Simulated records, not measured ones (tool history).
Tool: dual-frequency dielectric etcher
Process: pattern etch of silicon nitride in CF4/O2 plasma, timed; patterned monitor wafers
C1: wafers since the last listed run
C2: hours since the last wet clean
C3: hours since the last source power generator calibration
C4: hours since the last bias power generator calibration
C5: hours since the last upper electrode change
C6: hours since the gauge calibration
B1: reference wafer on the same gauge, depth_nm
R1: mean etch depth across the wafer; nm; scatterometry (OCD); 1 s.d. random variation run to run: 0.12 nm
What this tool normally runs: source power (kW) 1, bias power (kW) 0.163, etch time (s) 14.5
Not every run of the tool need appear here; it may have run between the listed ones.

run 1 day=0 | source_power_(kW)=1 bias_power_(kW)=0.163 etch_time_(s)=14.5 | C1=0 C2=305.8 C3=2896.9 C4=4316.3 C5=2062.6 C6=352.7 | B1=45.3 | R1=53.9
run 2 day=2.888 | source_power_(kW)=1 bias_power_(kW)=0.163 etch_time_(s)=14.5 | C1=821 C2=375.1 C3=2966.2 C4=4385.6 C5=2131.9 C6=422 | B1=45.3 | R1=53.9
-- day=4.233 wet clean of the chamber
run 3 day=5.662 | source_power_(kW)=1 bias_power_(kW)=0.163 etch_time_(s)=14.5 | C1=505 C2=34.3 C3=3032.8 C4=4452.2 C5=2198.5 C6=488.6 | B1=45.3 | R1=53.8
run 4 day=10.35 | source_power_(kW)=1 bias_power_(kW)=0.163 etch_time_(s)=14.5 | C1=1334 C2=146.8 C3=3145.3 C4=4564.7 C5=2311 C6=601.1 | B1=45.3 | R1=53.7
run 5 day=13.262 | source_power_(kW)=1.15 bias_power_(kW)=0.137 etch_time_(s)=14.5 | C1=828 C2=216.7 C3=3215.2 C4=4634.6 C5=2380.9 C6=671 | B1=45.3 | R1=56.2
-- day=15.875 source power generator calibrated
run 6 day=15.896 | source_power_(kW)=1 bias_power_(kW)=0.163 etch_time_(s)=14.5 | C1=701 C2=279.9 C3=0.5 C4=4697.8 C5=2444.1 C6=734.2 | B1=45.3 | R1=53.8
run 7 day=18.242 | source_power_(kW)=1 bias_power_(kW)=0.163 etch_time_(s)=14.5 | C1=667 C2=336.2 C3=56.8 C4=4754.1 C5=2500.4 C6=790.5 | B1=45.3 | R1=53.8
run 8 day=20.304 | source_power_(kW)=1 bias_power_(kW)=0.151 etch_time_(s)=14.5 | C1=586 C2=385.7 C3=106.3 C4=4803.6 C5=2549.9 C6=840 | B1=45.3 | R1=51.9
-- day=22.204 wet clean of the chamber
run 9 day=22.433 | source_power_(kW)=1 bias_power_(kW)=0.163 etch_time_(s)=14.5 | C1=321 C2=5.5 C3=157.4 C4=4854.7 C5=2601 C6=891.1 | B1=45.3 | R1=53.9
-- day=24.454 upper electrode replaced
run 10 day=24.475 | source_power_(kW)=1 bias_power_(kW)=0.163 etch_time_(s)=16 | C1=296 C2=54.5 C3=206.4 C4=4903.7 C5=0.5 C6=940.1 | B1=45.3 | R1=59.5
-- day=25.004 bias power generator calibrated
run 11 day=26.283 | source_power_(kW)=1.21 bias_power_(kW)=0.163 etch_time_(s)=10 | C1=467 C2=97.9 C3=249.8 C4=30.7 C5=43.9 C6=983.5 | B1=45.3 | R1=44
-- day=26.896 gauge calibrated
run 12 day=28.15 | source_power_(kW)=1.2 bias_power_(kW)=0.198 etch_time_(s)=16.5 | C1=531 C2=142.7 C3=294.6 C4=75.5 C5=88.7 C6=30.1 | B1=45.3 | R1=78.8
run 13 day=30.079 | source_power_(kW)=1.23 bias_power_(kW)=0.163 etch_time_(s)=11 | C1=549 C2=189 C3=340.9 C4=121.8 C5=135 C6=76.4 | B1=45.3 | R1=49.2
run 14 day=32.162 | source_power_(kW)=1.15 bias_power_(kW)=0.137 etch_time_(s)=14.5 | C1=592 C2=239 C3=390.9 C4=171.8 C5=185 C6=126.4 | B1=45.3 | R1=56.2
run 15 day=34.454 | source_power_(kW)=1 bias_power_(kW)=0.13 etch_time_(s)=18 | C1=652 C2=294 C3=445.9 C4=226.8 C5=240 C6=181.4 | B1=45.3 | R1=60.1
run 16 day=35.775 | source_power_(kW)=1 bias_power_(kW)=0.163 etch_time_(s)=14.5 | C1=375 C2=325.7 C3=477.6 C4=258.5 C5=271.7 C6=213.1 | B1=45.3 | R1=53.9

Consider 3 possible next runs. They are alternatives, not a sequence: every one starts from the tool as it was left by run 16. What does each give?
run A day=35.792 | source_power_(kW)=1 bias_power_(kW)=0.163 etch_time_(s)=14.5 | C1=4 C2=326.1 C3=478 C4=258.9 C5=272.1 C6=213.5 | B1=? | R1=?
run B day=35.792 | source_power_(kW)=1.12 bias_power_(kW)=0.137 etch_time_(s)=18.5 | C1=4 C2=326.1 C3=478 C4=258.9 C5=272.1 C6=213.5 | B1=? | R1=?
run C day=35.792 | source_power_(kW)=0.8 bias_power_(kW)=0.195 etch_time_(s)=13 | C1=4 C2=326.1 C3=478 C4=258.9 C5=272.1 C6=213.5 | B1=? | R1=?

run=A B1=45.3 R1=54
run=B B1=45.3 R1=70.2
run=C B1=45.3 R1=43.2
The same runs, with their run-to-run variation unchanged, on a tool lacking any hidden condition would have given:
run=A R1=54
run=B R1=70.2
run=C R1=43.2

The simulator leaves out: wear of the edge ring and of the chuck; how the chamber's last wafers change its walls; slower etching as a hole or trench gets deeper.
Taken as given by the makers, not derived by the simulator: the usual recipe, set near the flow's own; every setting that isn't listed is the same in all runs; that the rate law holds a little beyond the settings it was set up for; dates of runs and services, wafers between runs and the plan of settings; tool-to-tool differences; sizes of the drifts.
